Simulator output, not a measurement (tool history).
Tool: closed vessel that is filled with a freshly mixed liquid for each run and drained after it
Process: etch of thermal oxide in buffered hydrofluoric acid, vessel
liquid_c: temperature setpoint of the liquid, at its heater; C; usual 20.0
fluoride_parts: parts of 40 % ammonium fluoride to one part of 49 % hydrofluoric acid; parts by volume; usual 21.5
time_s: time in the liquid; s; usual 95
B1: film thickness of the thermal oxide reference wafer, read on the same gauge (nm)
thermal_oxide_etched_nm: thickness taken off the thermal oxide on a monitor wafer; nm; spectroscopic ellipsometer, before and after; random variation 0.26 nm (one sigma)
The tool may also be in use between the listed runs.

run 1 day=0.000 | liquid_c=21.0 fluoride_parts=21.5 time_s=95 | B1=90.01 | thermal_oxide_etched_nm=46.15
run 2 day=2.983 | liquid_c=21.0 fluoride_parts=21.5 time_s=95 | B1=90.00 | thermal_oxide_etched_nm=46.65
run 3 day=5.342 | liquid_c=17.0 fluoride_parts=27.0 time_s=95 | B1=90.00 | thermal_oxide_etched_nm=31.64
run 4 day=6.662 | liquid_c=20.0 fluoride_parts=21.5 time_s=95 | B1=90.01 | thermal_oxide_etched_nm=43.85
-- day=6.833 hydrofluoric acid flow meter replaced
run 5 day=8.142 | liquid_c=20.0 fluoride_parts=21.5 time_s=95 | B1=90.00 | thermal_oxide_etched_nm=44.62
run 6 day=10.588 | liquid_c=20.0 fluoride_parts=20.0 time_s=105 | B1=89.98 | thermal_oxide_etched_nm=51.27
run 7 day=11.908 | liquid_c=20.0 fluoride_parts=20.0 time_s=105 | B1=90.01 | thermal_oxide_etched_nm=51.83
run 8 day=14.725 | liquid_c=23.5 fluoride_parts=21.5 time_s=95 | B1=90.01 | thermal_oxide_etched_nm=54.34
run 9 day=18.871 | liquid_c=20.0 fluoride_parts=21.5 time_s=95 | B1=89.99 | thermal_oxide_etched_nm=44.39
run 10 day=20.462 | liquid_c=20.0 fluoride_parts=21.5 time_s=95 | B1=89.99 | thermal_oxide_etched_nm=44.70
run 11 day=23.167 | liquid_c=20.0 fluoride_parts=21.5 time_s=95 | B1=90.00 | thermal_oxide_etched_nm=44.41
run 12 day=25.571 | liquid_c=20.0 fluoride_parts=21.5 time_s=95 | B1=90.01 | thermal_oxide_etched_nm=44.71
run 13 day=27.200 | liquid_c=20.0 fluoride_parts=21.5 time_s=95 | B1=90.01 | thermal_oxide_etched_nm=44.51
run 14 day=29.792 | liquid_c=20.0 fluoride_parts=21.5 time_s=95 | B1=89.99 | thermal_oxide_etched_nm=44.66
run 15 day=32.788 | liquid_c=17.0 fluoride_parts=15.5 time_s=95 | B1=90.00 | thermal_oxide_etched_nm=51.52
run 16 day=34.788 | liquid_c=20.0 fluoride_parts=21.5 time_s=95 | B1=89.99 | thermal_oxide_etched_nm=45.15
-- day=38.850 hydrofluoric acid flow meter replaced
run 17 day=43.304 | liquid_c=23.0 fluoride_parts=19.0 time_s=95 | B1=89.99 | thermal_oxide_etched_nm=59.42
run 18 day=45.121 | liquid_c=20.0 fluoride_parts=21.5 time_s=95 | B1=89.99 | thermal_oxide_etched_nm=45.67
run 19 day=47.067 | liquid_c=22.5 fluoride_parts=18.5 time_s=50 | B1=90.00 | thermal_oxide_etched_nm=31.12
run 20 day=49.988 | liquid_c=20.0 fluoride_parts=23.5 time_s=55 | B1=90.00 | thermal_oxide_etched_nm=24.69
run 21 day=52.979 | liquid_c=20.0 fluoride_parts=21.5 time_s=95 | B1=89.99 | thermal_oxide_etched_nm=45.81
-- day=54.858 gauge calibrated
run 22 day=54.896 | liquid_c=20.0 fluoride_parts=24.5 time_s=95 | B1=89.98 | thermal_oxide_etched_nm=42.09
-- day=55.929 thermometer replaced
run 23 day=57.504 | liquid_c=17.0 fluoride_parts=28.5 time_s=80 | B1=90.00 | thermal_oxide_etched_nm=25.25
run 24 day=60.350 | liquid_c=17.5 fluoride_parts=28.5 time_s=95 | B1=89.99 | thermal_oxide_etched_nm=31.09
run 25 day=62.271 | liquid_c=20.0 fluoride_parts=14.5 time_s=95 | B1=90.00 | thermal_oxide_etched_nm=62.36
run 26 day=63.796 | liquid_c=17.0 fluoride_parts=15.5 time_s=150 | B1=90.00 | thermal_oxide_etched_nm=78.18
run 27 day=66.029 | liquid_c=24.5 fluoride_parts=17.0 time_s=55 | B1=90.01 | thermal_oxide_etched_nm=39.73

The next listed run, before its measurement:
run 28 day=67.067 | liquid_c=20.0 fluoride_parts=21.5 time_s=95 | B1=? | thermal_oxide_etched_nm=?

B1: 90.00
thermal_oxide_etched_nm: 43.52 nm
Without the tool's hidden state the same run would have given thermal_oxide_etched_nm 43.04 nm.

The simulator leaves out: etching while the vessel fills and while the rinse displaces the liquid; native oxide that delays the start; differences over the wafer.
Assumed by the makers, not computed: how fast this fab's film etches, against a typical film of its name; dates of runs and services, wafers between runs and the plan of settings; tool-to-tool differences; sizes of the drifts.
